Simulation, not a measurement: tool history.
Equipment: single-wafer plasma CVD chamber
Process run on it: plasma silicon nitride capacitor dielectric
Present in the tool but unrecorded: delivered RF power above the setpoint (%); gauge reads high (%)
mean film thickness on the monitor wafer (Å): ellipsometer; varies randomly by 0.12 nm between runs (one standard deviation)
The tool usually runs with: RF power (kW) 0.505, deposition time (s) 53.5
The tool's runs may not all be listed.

| run | hour | RF power (kW) | deposition time (s) | wafers since the last listed run | hours since the last RF generator calibration | hours since the showerhead was replaced | hours since the gauge calibration | read-back reference wafer on the same gauge, thickness_nm | mean film thickness on the monitor wafer (Å) |
|---|---|---|---|---|---|---|---|---|---|
| 1 | 0.0 | 0.475 | 58.2 | 0 | 2215.8 | 4336.3 | 30.4 | 94.194 | 840.57 |
| 2 | 17.5 | 0.480 | 50.5 | 400 | 2233.3 | 4353.8 | 47.9 | 94.180 | 730.49 |
| 3 | 50.9 | 0.480 | 50.5 | 763 | 2266.7 | 4387.2 | 81.3 | 94.200 | 731.70 |
| 4 | 69.0 | 0.530 | 53.5 | 413 | 2284.8 | 4405.3 | 99.4 | 94.194 | 797.67 |
| 5 | 87.7 | 0.530 | 53.5 | 427 | 2303.5 | 4424.0 | 118.1 | 94.191 | 795.65 |
| 6 | 153.8 | 0.505 | 53.5 | 1511 | 2369.6 | 4490.1 | 184.2 | 94.195 | 786.22 |
| 7 | 220.5 | 0.505 | 53.5 | 1525 | 2436.3 | 4556.8 | 250.9 | 94.213 | 785.65 |
|  | 239.7 | gauge calibrated |
| 8 | 242.5 | 0.545 | 60.8 | 503 | 2458.3 | 4578.8 | 2.8 | 94.231 | 916.49 |
|  | 260.8 | showerhead replaced |
| 9 | 261.3 | 0.480 | 50.5 | 247 | 2477.1 | 0.5 | 21.6 | 94.192 | 731.85 |
|  | 332.3 | RF generator calibrated |
| 10 | 339.2 | 0.555 | 45.5 | 1598 | 6.9 | 78.4 | 99.5 | 94.218 | 686.93 |
| 11 | 370.8 | 0.595 | 45.8 | 722 | 38.5 | 110.0 | 131.1 | 94.176 | 704.24 |
| 12 | 395.9 | 0.420 | 50.0 | 574 | 63.6 | 135.1 | 156.2 | 94.176 | 697.59 |
| 13 | 418.5 | 0.505 | 53.5 | 516 | 86.2 | 157.7 | 178.8 | 94.227 | 787.05 |
| 14 | 435.5 | 0.570 | 48.6 | 388 | 103.2 | 174.7 | 195.8 | 94.222 | 739.63 |

Predict each of these 4 candidate next runs independently; none follows another, all start after run 14:
| A | 435.9 | 0.505 | 53.5 | 9 | 103.6 | 175.1 | 196.2 | ? | ? |
| B | 435.9 | 0.570 | 53.5 | 9 | 103.6 | 175.1 | 196.2 | ? | ? |
| C | 435.9 | 0.475 | 53.5 | 9 | 103.6 | 175.1 | 196.2 | ? | ? |
| D | 435.9 | 0.455 | 44.4 | 9 | 103.6 | 175.1 | 196.2 | ? | ? |

| run | read-back reference wafer on the same gauge, thickness_nm | mean film thickness on the monitor wafer (Å) |
|---|---|---|
| A | 94.241 | 788.56 |
| B | 94.241 | 815.70 |
| C | 94.241 | 775.27 |
| D | 94.241 | 635.79 |
Without the tool's hidden state the same runs would have given:
| run | mean film thickness on the monitor wafer (Å) |
|---|---|
| A | 788.56 |
| B | 815.70 |
| C | 775.27 |
| D | 635.79 |
